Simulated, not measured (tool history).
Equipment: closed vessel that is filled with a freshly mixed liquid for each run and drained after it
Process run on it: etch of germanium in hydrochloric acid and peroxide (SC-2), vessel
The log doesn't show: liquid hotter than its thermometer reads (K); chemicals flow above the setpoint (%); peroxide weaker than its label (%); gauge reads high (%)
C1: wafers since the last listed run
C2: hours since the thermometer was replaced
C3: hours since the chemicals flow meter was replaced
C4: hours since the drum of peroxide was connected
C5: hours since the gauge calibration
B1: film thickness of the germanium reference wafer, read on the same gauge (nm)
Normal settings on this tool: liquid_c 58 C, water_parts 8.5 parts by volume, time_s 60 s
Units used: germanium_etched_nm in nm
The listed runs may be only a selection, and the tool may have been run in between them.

{"run": 1, "hour": 0.0, "liquid_c": 64.5, "water_parts": 8.5, "time_s": 60, "C1": 0, "C2": 100.1, "C3": 495.9, "C4": 72.3, "C5": 599.3, "B1": 80.01, "germanium_etched_nm": 215.31}
{"run": 2, "hour": 39.9, "liquid_c": 58, "water_parts": 6, "time_s": 60, "C1": 4018, "C2": 140, "C3": 535.8, "C4": 112.2, "C5": 639.2, "B1": 79.99, "germanium_etched_nm": 181.1}
{"hour": 97.4, "done": "chemicals flow meter replaced"}
{"run": 3, "hour": 141.9, "liquid_c": 58, "water_parts": 6, "time_s": 60, "C1": 10172, "C2": 242, "C3": 44.5, "C4": 214.2, "C5": 741.2, "B1": 79.99, "germanium_etched_nm": 180.12}
{"run": 4, "hour": 229.8, "liquid_c": 58, "water_parts": 6, "time_s": 60, "C1": 8853, "C2": 329.9, "C3": 132.4, "C4": 302.1, "C5": 829.1, "B1": 80, "germanium_etched_nm": 179.42}
{"hour": 248.9, "done": "gauge calibrated"}
{"run": 5, "hour": 309.4, "liquid_c": 62.5, "water_parts": 8.5, "time_s": 60, "C1": 8017, "C2": 409.5, "C3": 212, "C4": 381.7, "C5": 60.5, "B1": 79.98, "germanium_etched_nm": 200.96}
{"run": 6, "hour": 367.0, "liquid_c": 62.5, "water_parts": 8.5, "time_s": 60, "C1": 5801, "C2": 467.1, "C3": 269.6, "C4": 439.3, "C5": 118.1, "B1": 79.99, "germanium_etched_nm": 201.08}
{"run": 7, "hour": 462.1, "liquid_c": 58, "water_parts": 8.5, "time_s": 80, "C1": 9578, "C2": 562.2, "C3": 364.7, "C4": 534.4, "C5": 213.2, "B1": 80.02, "germanium_etched_nm": 234.59}
{"run": 8, "hour": 527.2, "liquid_c": 58, "water_parts": 8.5, "time_s": 60, "C1": 6556, "C2": 627.3, "C3": 429.8, "C4": 599.5, "C5": 278.3, "B1": 80.02, "germanium_etched_nm": 176.29}
{"hour": 575.2, "done": "chemicals flow meter replaced"}
{"run": 9, "hour": 607.1, "liquid_c": 58, "water_parts": 8.5, "time_s": 60, "C1": 7946, "C2": 707.2, "C3": 31.9, "C4": 679.4, "C5": 358.2, "B1": 80.03, "germanium_etched_nm": 174.58}
{"run": 10, "hour": 645.2, "liquid_c": 58, "water_parts": 8.5, "time_s": 60, "C1": 3837, "C2": 745.3, "C3": 70, "C4": 717.5, "C5": 396.3, "B1": 79.99, "germanium_etched_nm": 174.86}
{"run": 11, "hour": 729.2, "liquid_c": 58, "water_parts": 8.5, "time_s": 60, "C1": 8460, "C2": 829.3, "C3": 154, "C4": 801.5, "C5": 480.3, "B1": 80.01, "germanium_etched_nm": 174.67}
{"hour": 768.8, "done": "thermometer replaced"}
{"run": 12, "hour": 784.4, "liquid_c": 49.5, "water_parts": 11, "time_s": 90, "C1": 5459, "C2": 15.6, "C3": 209.2, "C4": 856.7, "C5": 535.5, "B1": 80.02, "germanium_etched_nm": 196.8}
{"run": 13, "hour": 856.4, "liquid_c": 61, "water_parts": 11.5, "time_s": 40, "C1": 7251, "C2": 87.6, "C3": 281.2, "C4": 928.7, "C5": 607.5, "B1": 80.03, "germanium_etched_nm": 124.12}
{"run": 14, "hour": 952.7, "liquid_c": 55, "water_parts": 8.5, "time_s": 75, "C1": 9699, "C2": 183.9, "C3": 377.5, "C4": 1025, "C5": 703.8, "B1": 80.01, "germanium_etched_nm": 200.43}
{"hour": 1004.6, "done": "new drum of peroxide connected"}
{"run": 15, "hour": 1038.9, "liquid_c": 67.5, "water_parts": 8.5, "time_s": 60, "C1": 8581, "C2": 270.1, "C3": 463.7, "C4": 34.3, "C5": 790, "B1": 80, "germanium_etched_nm": 234.15}
{"hour": 1058.3, "done": "gauge calibrated"}
{"run": 16, "hour": 1121.8, "liquid_c": 58, "water_parts": 10, "time_s": 60, "C1": 8349, "C2": 353, "C3": 546.6, "C4": 117.2, "C5": 63.5, "B1": 79.99, "germanium_etched_nm": 174.72}

The next listed run, before its measurement:
{"hour": 1177.5, "done": "chemicals flow meter replaced"}
{"run": 17, "hour": 1196.1, "liquid_c": 58, "water_parts": 8.5, "time_s": 60, "C1": 7382, "C2": 427.3, "C3": 18.6, "C4": 191.5, "C5": 137.8, "B1": "?", "germanium_etched_nm": "?"}

B1: 79.98
germanium_etched_nm: 175.32 nm
Minus the tool's unlogged condition, the same run would have read germanium_etched_nm 175.42 nm.
